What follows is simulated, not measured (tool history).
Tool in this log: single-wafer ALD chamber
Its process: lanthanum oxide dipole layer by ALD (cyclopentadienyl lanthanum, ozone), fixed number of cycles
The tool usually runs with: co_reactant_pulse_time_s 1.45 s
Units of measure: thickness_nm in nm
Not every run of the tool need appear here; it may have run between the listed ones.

run    hour  co_reactant_pulse_time_s  wafers since the last listed run  hours since the last thermocouple change  hours since the last ozone generator service  hours since the showerhead was replaced  hours since the gauge calibration  read-back reference wafer on the same gauge, thickness_nm  thickness_nm
  1       0                      1.26                                 0                                     972.2                                           694                                   8189.4                             1206.5                                                      0.572         0.507
  2    30.8                      1.04                               607                                      1003                                         724.8                                   8220.2                             1237.3                                                      0.571         0.475
  3    97.6                      1.04                              1317                                    1069.8                                         791.6                                     8287                             1304.1                                                      0.572         0.472
  4   136.9                      1.04                               775                                    1109.1                                         830.9                                   8326.3                             1343.4                                                      0.571         0.472
        160  -- showerhead replaced
  5   202.1                      1.87                              1128                                    1174.3                                         896.1                                     42.1                             1408.6                                                      0.572         0.539
  6   270.6                      1.45                              1350                                    1242.8                                         964.6                                    110.6                             1477.1                                                      0.571         0.511
  7   308.6                      1.45                               749                                    1280.8                                        1002.6                                    148.6                             1515.1                                                      0.572         0.504
  8   337.9                      1.45                               577                                    1310.1                                        1031.9                                    177.9                             1544.4                                                      0.571         0.503
      357.4  -- gauge calibrated
  9   389.2                      1.45                              1011                                    1361.4                                        1083.2                                    229.2                               31.8                                                      0.572         0.501
      480.1  -- ozone generator serviced
 10   511.4                      1.01                              2252                                    1483.6                                          31.3                                    351.4                                154                                                      0.572         0.491
 11   578.5                      1.01                              1323                                    1550.7                                          98.4                                    418.5                              221.1                                                      0.572         0.487
 12   618.1                      1.01                               780                                    1590.3                                           138                                    458.1                              260.7                                                      0.572         0.495
 13   655.8                      1.87                               743                                      1628                                         175.7                                    495.8                              298.4                                                      0.573         0.555
 14     710                      1.96                              1068                                    1682.2                                         229.9                                      550                              352.6                                                      0.571         0.555
 15   766.6                      1.19                              1116                                    1738.8                                         286.5                                    606.6                              409.2                                                      0.572         0.509
 16   831.2                       1.9                              1274                                    1803.4                                         351.1                                    671.2                              473.8                                                      0.572          0.55
 17   878.2                      1.27                               926                                    1850.4                                         398.1                                    718.2                              520.8                                                      0.573         0.511
 18   931.5                      1.45                              1051                                    1903.7                                         451.4                                    771.5                              574.1                                                      0.572         0.527
 19   996.6                       1.3                              1283                                    1968.8                                         516.5                                    836.6                              639.2                                                      0.572         0.514
 20  1026.2                      1.99                               583                                    1998.4                                         546.1                                    866.2                              668.8                                                      0.572         0.553
 21  1059.7                      1.24                               660                                    2031.9                                         579.6                                    899.7                              702.3                                                      0.572         0.505
     1102.5  -- thermocouple changed; heater temperature recalibrated
 22  1267.6                      1.45                              3942                                     165.1                                         787.5                                   1107.6                              910.2                                                      0.571         0.523
 23  1335.8                      1.45                              1345                                     233.3                                         855.7                                   1175.8                              978.4                                                      0.571         0.517
 24    1362                      1.45                               516                                     259.5                                         881.9                                     1202                             1004.6                                                      0.573         0.515
 25  1420.1                       1.7                              1145                                     317.6                                           940                                   1260.1                             1062.7                                                      0.572         0.534
 26  1444.4                      1.45                               479                                     341.9                                         964.3                                   1284.4                               1087                                                      0.572         0.512
     1481.3  -- ozone generator serviced
 27    1517                      1.65                              1274                                     414.5                                          35.7                                     1357                             1159.6                                                      0.572         0.541
 28  1557.5                      1.02                               798                                       455                                          76.2                                   1397.5                             1200.1                                                      0.572         0.495
 29  1606.5                       1.2                               966                                       504                                         125.2                                   1446.5                             1249.1                                                      0.573         0.516
 30    1641                      1.01                               680                                     538.5                                         159.7                                     1481                             1283.6                                                      0.571         0.491
 31  1673.5                         2                               640                                       571                                         192.2                                   1513.5                             1316.1                                                      0.571         0.553
 32  1711.2                      2.02                               743                                     608.7                                         229.9                                   1551.2                             1353.8                                                      0.572         0.557
 33  1762.4                      1.45                              1009                                     659.9                                         281.1                                   1602.4                               1405                                                      0.573         0.531
       1795  -- gauge calibrated
 34  1798.6                      1.63                               713                                     696.1                                         317.3                                   1638.6                                3.6                                                      0.573         0.541
 35  1839.6                      1.64                               808                                     737.1                                         358.3                                   1679.6                               44.6                                                      0.572         0.541

Forecast each of these 3 alternatives for the next run:
  A  1840                      1.98                                 7                                     737.5                                         358.7                                     1680                                 45                                                          ?             ?
  B  1840                      1.16                                 7                                     737.5                                         358.7                                     1680                                 45                                                          ?             ?
  C  1840                      1.97                                 7                                     737.5                                         358.7                                     1680                                 45                                                          ?             ?

run  read-back reference wafer on the same gauge, thickness_nm  thickness_nm
  A                                                      0.572          0.55
  B                                                      0.572         0.505
  C                                                      0.572          0.55
With no hidden state in the tool, these same runs would have given:
run  thickness_nm
  A         0.551
  B         0.508
  C         0.551

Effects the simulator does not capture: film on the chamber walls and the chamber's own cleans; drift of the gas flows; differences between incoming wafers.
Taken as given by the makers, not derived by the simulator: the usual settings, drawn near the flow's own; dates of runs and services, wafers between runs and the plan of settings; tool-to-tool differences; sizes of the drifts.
